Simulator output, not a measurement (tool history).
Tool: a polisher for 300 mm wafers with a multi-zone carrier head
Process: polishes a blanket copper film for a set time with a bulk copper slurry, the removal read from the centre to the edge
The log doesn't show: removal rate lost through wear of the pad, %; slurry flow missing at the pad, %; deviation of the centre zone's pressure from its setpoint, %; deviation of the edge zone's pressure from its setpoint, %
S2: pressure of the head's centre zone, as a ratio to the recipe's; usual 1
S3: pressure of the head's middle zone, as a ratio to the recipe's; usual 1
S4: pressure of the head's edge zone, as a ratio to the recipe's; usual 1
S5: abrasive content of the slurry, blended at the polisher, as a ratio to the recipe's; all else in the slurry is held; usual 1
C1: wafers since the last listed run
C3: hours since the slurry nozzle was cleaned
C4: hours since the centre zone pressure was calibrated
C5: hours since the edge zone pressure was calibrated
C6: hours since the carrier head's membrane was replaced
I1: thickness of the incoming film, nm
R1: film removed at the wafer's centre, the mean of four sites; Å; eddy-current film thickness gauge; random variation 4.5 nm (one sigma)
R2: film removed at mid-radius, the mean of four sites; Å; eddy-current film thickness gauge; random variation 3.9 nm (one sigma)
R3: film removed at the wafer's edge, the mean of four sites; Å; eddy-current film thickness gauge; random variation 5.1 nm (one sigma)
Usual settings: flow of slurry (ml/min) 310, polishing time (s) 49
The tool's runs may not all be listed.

{"run": 1, "hour": 0.0, "flow of slurry (ml/min)": 310, "S2": 1, "S3": 1, "S4": 1, "S5": 1, "polishing time (s)": 49, "C1": 0, "wafers polished on this pad": 372, "C3": 809.2, "C4": 712.2, "C5": 338.6, "C6": 839.7, "I1": 3463.1, "R1": 3594, "R2": 3586, "R3": 3602}
{"hour": 17.4, "done": "worn pad replaced by a new one"}
{"run": 2, "hour": 17.9, "flow of slurry (ml/min)": 310, "S2": 1, "S3": 1, "S4": 1, "S5": 1, "polishing time (s)": 49, "C1": 162, "wafers polished on this pad": 6, "C3": 827.1, "C4": 730.1, "C5": 356.5, "C6": 857.6, "I1": 3536.8, "R1": 3855, "R2": 3792, "R3": 3819}
{"run": 3, "hour": 28.6, "flow of slurry (ml/min)": 310, "S2": 1, "S3": 1, "S4": 1, "S5": 1, "polishing time (s)": 49, "C1": 125, "wafers polished on this pad": 131, "C3": 837.8, "C4": 740.8, "C5": 367.2, "C6": 868.3, "I1": 3525.3, "R1": 3727, "R2": 3670, "R3": 3659}
{"run": 4, "hour": 41.8, "flow of slurry (ml/min)": 310, "S2": 1, "S3": 1, "S4": 1, "S5": 1, "polishing time (s)": 49, "C1": 154, "wafers polished on this pad": 286, "C3": 851, "C4": 754, "C5": 380.4, "C6": 881.5, "I1": 3499.3, "R1": 3583, "R2": 3550, "R3": 3571}
{"hour": 57.9, "done": "worn pad replaced by a new one"}
{"run": 5, "hour": 58.4, "flow of slurry (ml/min)": 310, "S2": 1, "S3": 1, "S4": 1, "S5": 1, "polishing time (s)": 49, "C1": 147, "wafers polished on this pad": 6, "C3": 867.6, "C4": 770.6, "C5": 397, "C6": 898.1, "I1": 3546.1, "R1": 3815, "R2": 3860, "R3": 3916}
{"run": 6, "hour": 71.6, "flow of slurry (ml/min)": 310, "S2": 1, "S3": 1, "S4": 1, "S5": 1, "polishing time (s)": 49, "C1": 154, "wafers polished on this pad": 160, "C3": 880.8, "C4": 783.8, "C5": 410.2, "C6": 911.3, "I1": 3458.5, "R1": 3676, "R2": 3765, "R3": 3751}
{"run": 7, "hour": 78.8, "flow of slurry (ml/min)": 310, "S2": 1, "S3": 1, "S4": 1, "S5": 1, "polishing time (s)": 49, "C1": 84, "wafers polished on this pad": 245, "C3": 888, "C4": 791, "C5": 417.4, "C6": 918.5, "I1": 3502.9, "R1": 3643, "R2": 3666, "R3": 3677}
{"run": 8, "hour": 92.5, "flow of slurry (ml/min)": 310, "S2": 1, "S3": 1, "S4": 1, "S5": 1, "polishing time (s)": 49, "C1": 160, "wafers polished on this pad": 405, "C3": 901.7, "C4": 804.7, "C5": 431.1, "C6": 932.2, "I1": 3532.9, "R1": 3553, "R2": 3519, "R3": 3539}
{"hour": 100.6, "done": "worn pad replaced by a new one"}
{"run": 9, "hour": 107.6, "flow of slurry (ml/min)": 310, "S2": 1, "S3": 1, "S4": 1, "S5": 1, "polishing time (s)": 49, "C1": 130, "wafers polished on this pad": 82, "C3": 916.8, "C4": 819.8, "C5": 446.2, "C6": 947.3, "I1": 3518.2, "R1": 3679, "R2": 3713, "R3": 3753}
{"hour": 114.0, "done": "slurry nozzle cleaned"}
{"hour": 118.0, "done": "carrier head's membrane replaced by a new one"}
{"run": 10, "hour": 125.0, "flow of slurry (ml/min)": 310, "S2": 1, "S3": 1.03, "S4": 0.9, "S5": 0.75, "polishing time (s)": 49, "C1": 145, "wafers polished on this pad": 227, "C3": 11, "C4": 837.2, "C5": 463.6, "C6": 7, "I1": 3467.8, "R1": 3199, "R2": 3296, "R3": 3136}
{"run": 11, "hour": 132.2, "flow of slurry (ml/min)": 230, "S2": 1, "S3": 1, "S4": 1.05, "S5": 1, "polishing time (s)": 49, "C1": 84, "wafers polished on this pad": 311, "C3": 18.2, "C4": 844.4, "C5": 470.8, "C6": 14.2, "I1": 3507.8, "R1": 3416, "R2": 3439, "R3": 3565}
{"hour": 138.4, "done": "centre zone pressure recalibrated"}
{"run": 12, "hour": 139.1, "flow of slurry (ml/min)": 310, "S2": 1, "S3": 0.94, "S4": 1, "S5": 1, "polishing time (s)": 62, "C1": 57, "wafers polished on this pad": 368, "C3": 25.1, "C4": 0.7, "C5": 477.7, "C6": 21.1, "I1": 3494, "R1": 4327, "R2": 4174, "R3": 4337}
{"run": 13, "hour": 146.5, "flow of slurry (ml/min)": 310, "S2": 1, "S3": 1, "S4": 1, "S5": 1, "polishing time (s)": 49, "C1": 86, "wafers polished on this pad": 455, "C3": 32.5, "C4": 8.1, "C5": 485.1, "C6": 28.5, "I1": 3479.3, "R1": 3391, "R2": 3338, "R3": 3415}
{"hour": 154.6, "done": "worn pad replaced by a new one"}
{"hour": 156.9, "done": "edge zone pressure recalibrated"}
{"run": 14, "hour": 157.8, "flow of slurry (ml/min)": 310, "S2": 1, "S3": 1, "S4": 1.1, "S5": 1, "polishing time (s)": 59, "C1": 62, "wafers polished on this pad": 14, "C3": 43.8, "C4": 19.4, "C5": 0.9, "C6": 39.8, "I1": 3544.4, "R1": 4675, "R2": 4687, "R3": 4896}
{"run": 15, "hour": 171.9, "flow of slurry (ml/min)": 345, "S2": 1, "S3": 1, "S4": 1, "S5": 1, "polishing time (s)": 49, "C1": 165, "wafers polished on this pad": 179, "C3": 57.9, "C4": 33.5, "C5": 15, "C6": 53.9, "I1": 3520.4, "R1": 3786, "R2": 3740, "R3": 3712}
{"run": 16, "hour": 183.0, "flow of slurry (ml/min)": 255, "S2": 1.08, "S3": 1, "S4": 1.11, "S5": 1, "polishing time (s)": 55, "C1": 130, "wafers polished on this pad": 309, "C3": 69, "C4": 44.6, "C5": 26.1, "C6": 65, "I1": 3499.3, "R1": 4296, "R2": 3969, "R3": 4268}
{"run": 17, "hour": 200.5, "flow of slurry (ml/min)": 310, "S2": 1, "S3": 1.03, "S4": 0.9, "S5": 0.75, "polishing time (s)": 49, "C1": 205, "wafers polished on this pad": 514, "C3": 86.5, "C4": 62.1, "C5": 43.6, "C6": 82.5, "I1": 3487.7, "R1": 3144, "R2": 3148, "R3": 2977}
{"hour": 207.1, "done": "worn pad replaced by a new one"}
{"run": 18, "hour": 216.5, "flow of slurry (ml/min)": 310, "S2": 1, "S3": 1.04, "S4": 1.12, "S5": 1, "polishing time (s)": 49, "C1": 140, "wafers polished on this pad": 110, "C3": 102.5, "C4": 78.1, "C5": 59.6, "C6": 98.5, "I1": 3463.8, "R1": 3735, "R2": 3807, "R3": 4044}

Forecast each of these 3 alternatives for the next run:
{"run": "A", "hour": 216.9, "flow of slurry (ml/min)": 310, "S2": 1, "S3": 1, "S4": 1, "S5": 1, "polishing time (s)": 49, "C1": 4, "wafers polished on this pad": 114, "C3": 102.9, "C4": 78.5, "C5": 60, "C6": 98.9, "I1": 3533, "R1": "?", "R2": "?", "R3": "?"}
{"run": "B", "hour": 216.9, "flow of slurry (ml/min)": 360, "S2": 1, "S3": 1, "S4": 0.89, "S5": 0.9, "polishing time (s)": 65, "C1": 4, "wafers polished on this pad": 114, "C3": 102.9, "C4": 78.5, "C5": 60, "C6": 98.9, "I1": 3533, "R1": "?", "R2": "?", "R3": "?"}
{"run": "C", "hour": 216.9, "flow of slurry (ml/min)": 345, "S2": 1, "S3": 1, "S4": 1, "S5": 0.9, "polishing time (s)": 65, "C1": 4, "wafers polished on this pad": 114, "C3": 102.9, "C4": 78.5, "C5": 60, "C6": 98.9, "I1": 3533, "R1": "?", "R2": "?", "R3": "?"}

run=A R1=3792 R2=3706 R3=3891
run=B R1=4919 R2=4804 R3=4761
run=C R1=4903 R2=4789 R3=5018
Without the tool's hidden state the same runs would have given:
run=A R1=3950 R2=3861 R3=4053
run=B R1=5124 R2=5004 R3=4960
run=C R1=5108 R2=4989 R3=5227

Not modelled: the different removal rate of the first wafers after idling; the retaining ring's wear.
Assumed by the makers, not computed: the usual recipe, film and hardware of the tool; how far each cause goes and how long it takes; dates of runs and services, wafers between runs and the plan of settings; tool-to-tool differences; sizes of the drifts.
